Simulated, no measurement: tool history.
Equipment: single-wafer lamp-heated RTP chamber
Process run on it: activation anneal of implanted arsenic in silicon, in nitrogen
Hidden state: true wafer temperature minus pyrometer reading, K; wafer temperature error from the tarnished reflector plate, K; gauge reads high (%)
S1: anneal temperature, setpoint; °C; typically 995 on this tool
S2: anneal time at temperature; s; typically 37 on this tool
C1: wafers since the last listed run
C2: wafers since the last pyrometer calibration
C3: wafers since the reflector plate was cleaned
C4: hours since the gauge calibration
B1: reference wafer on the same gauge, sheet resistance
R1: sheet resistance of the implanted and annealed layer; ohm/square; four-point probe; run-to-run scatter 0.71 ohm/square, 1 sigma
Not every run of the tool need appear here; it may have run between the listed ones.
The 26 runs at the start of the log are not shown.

run     day    S1  S2    C1    C2    C3      C4      B1      R1
 27  67.629   995  22   609  1301   630   971.1  176.03  162.04
 28  69.858   995  37   635  1937  1266  1024.6  175.76  146.38
 29  72.758  1020  17   826  2764  2093  1094.2  176.03  148.83
 30  74.562  1012  19   514  3279  2607  1137.5  175.85  151.24
 31  79.846  1013  31  1506  4785  4114  1264.3  175.97  136.79
 32    81.9   971  18   585  5371  4700  1313.6  176.11  189.12
 33  84.254  1007  37   671  6042  5371  1370.1  175.91   135.6
     85.112  -- pyrometer window cleaned and pyrometer calibrated
 34  85.779  1012  24   339   189  5711  1406.7  176.31  144.56
 35  87.092  1017  48   374   564  6085  1438.2  176.04  124.77
 36  89.554   995  37   702  1266  6787  1497.3  176.02  145.81

Predict each of these 4 candidate next runs independently; none follows another, all start after run 36:
  A  89.571  977  37   4  1271  6792  1497.7   ?   ?
  B  89.571  972  56   4  1271  6792  1497.7   ?   ?
  C  89.571  995  27   4  1271  6792  1497.7   ?   ?
  D  89.571  973  17   4  1271  6792  1497.7   ?   ?

run      B1      R1
  A  176.03  162.84
  B  176.03  154.49
  C  176.03  156.07
  D  176.03  190.16
Had the tool no hidden state, the same runs would have come out as:
run      R1
  A  164.35
  B  156.02
  C  157.56
  D  191.68
